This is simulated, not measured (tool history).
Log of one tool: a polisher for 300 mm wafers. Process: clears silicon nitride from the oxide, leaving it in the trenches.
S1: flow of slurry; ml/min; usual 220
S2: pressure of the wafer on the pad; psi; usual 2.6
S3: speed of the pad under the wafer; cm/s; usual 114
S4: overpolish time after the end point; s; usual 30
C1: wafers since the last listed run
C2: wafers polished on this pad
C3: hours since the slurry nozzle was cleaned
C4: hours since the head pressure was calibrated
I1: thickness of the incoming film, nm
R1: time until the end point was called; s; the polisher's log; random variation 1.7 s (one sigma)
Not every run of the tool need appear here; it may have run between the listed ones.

{"run": 1, "hour": 0.0, "S1": 220, "S2": 2.6, "S3": 114, "S4": 23, "C1": 0, "C2": 900, "C3": 436.4, "C4": 4.8, "I1": 85.3, "R1": 106.3}
{"hour": 17.7, "done": "worn pad replaced by a new one"}
{"run": 2, "hour": 18.2, "S1": 195, "S2": 2.6, "S3": 114, "S4": 30, "C1": 78, "C2": 2, "C3": 454.6, "C4": 23.0, "I1": 85.1, "R1": 108.6}
{"run": 3, "hour": 39.8, "S1": 195, "S2": 2.6, "S3": 114, "S4": 30, "C1": 119, "C2": 122, "C3": 476.2, "C4": 44.6, "I1": 83.9, "R1": 111.2}
{"run": 4, "hour": 70.6, "S1": 275, "S2": 2.6, "S3": 114, "S4": 30, "C1": 170, "C2": 293, "C3": 507.0, "C4": 75.4, "I1": 85.9, "R1": 108.0}
{"run": 5, "hour": 84.8, "S1": 275, "S2": 2.6, "S3": 114, "S4": 30, "C1": 78, "C2": 371, "C3": 521.2, "C4": 89.6, "I1": 84.5, "R1": 105.5}
{"run": 6, "hour": 118.8, "S1": 275, "S2": 2.6, "S3": 114, "S4": 30, "C1": 188, "C2": 559, "C3": 555.2, "C4": 123.6, "I1": 84.8, "R1": 103.7}
{"run": 7, "hour": 146.4, "S1": 220, "S2": 2.6, "S3": 114, "S4": 38, "C1": 152, "C2": 712, "C3": 582.8, "C4": 151.2, "I1": 83.9, "R1": 112.3}
{"run": 8, "hour": 161.6, "S1": 220, "S2": 2.6, "S3": 114, "S4": 41, "C1": 84, "C2": 796, "C3": 598.0, "C4": 166.4, "I1": 84.5, "R1": 108.2}
{"hour": 170.7, "done": "worn pad replaced by a new one"}
{"hour": 179.8, "done": "slurry nozzle cleaned"}
{"run": 9, "hour": 188.4, "S1": 245, "S2": 2.6, "S3": 114, "S4": 30, "C1": 120, "C2": 92, "C3": 8.6, "C4": 193.2, "I1": 85.0, "R1": 98.7}
{"run": 10, "hour": 200.8, "S1": 220, "S2": 2.6, "S3": 114, "S4": 30, "C1": 68, "C2": 161, "C3": 21.0, "C4": 205.6, "I1": 85.6, "R1": 99.5}
{"run": 11, "hour": 220.6, "S1": 220, "S2": 3.1, "S3": 146, "S4": 30, "C1": 109, "C2": 270, "C3": 40.8, "C4": 225.4, "I1": 85.1, "R1": 68.2}
{"run": 12, "hour": 310.5, "S1": 245, "S2": 2.6, "S3": 142, "S4": 15, "C1": 497, "C2": 768, "C3": 130.7, "C4": 315.3, "I1": 85.0, "R1": 83.9}
{"hour": 316.5, "done": "head pressure recalibrated"}
{"run": 13, "hour": 342.4, "S1": 220, "S2": 3.5, "S3": 88, "S4": 30, "C1": 165, "C2": 933, "C3": 162.6, "C4": 25.9, "I1": 83.2, "R1": 93.4}
{"hour": 347.6, "done": "worn pad replaced by a new one"}
{"run": 14, "hour": 369.1, "S1": 240, "S2": 3.4, "S3": 86, "S4": 40, "C1": 125, "C2": 118, "C3": 189.3, "C4": 52.6, "I1": 86.3, "R1": 101.0}
{"run": 15, "hour": 395.0, "S1": 200, "S2": 1.8, "S3": 114, "S4": 25, "C1": 143, "C2": 262, "C3": 215.2, "C4": 78.5, "I1": 84.2, "R1": 150.9}
{"run": 16, "hour": 464.8, "S1": 180, "S2": 2.6, "S3": 104, "S4": 30, "C1": 386, "C2": 648, "C3": 285.0, "C4": 148.3, "I1": 86.2, "R1": 127.1}

Pick out some run-to-run changes in R1. Of each, how much would a tool without hidden state show as well, from the settings, what came in and chance, and how much is left for the hidden state and any gauge scatter not in both results compared?
Hidden state at play: removal rate lost through wear of the pad, %; slurry flow missing at the pad, %; deviation of the head's pressure from its setpoint, %.
Run 8 -> 9: S1 220 -> 245, S4 41 -> 30, worn pad replaced by a new one, slurry nozzle cleaned. R1 -9.5 s: hidden state -10.4, all else +0.9.
Run 14 -> 15: S1 240 -> 200, S2 3.4 -> 1.8, S3 86 -> 114, S4 40 -> 25. R1 +49.9 s: hidden state +4.5, all else +45.4.
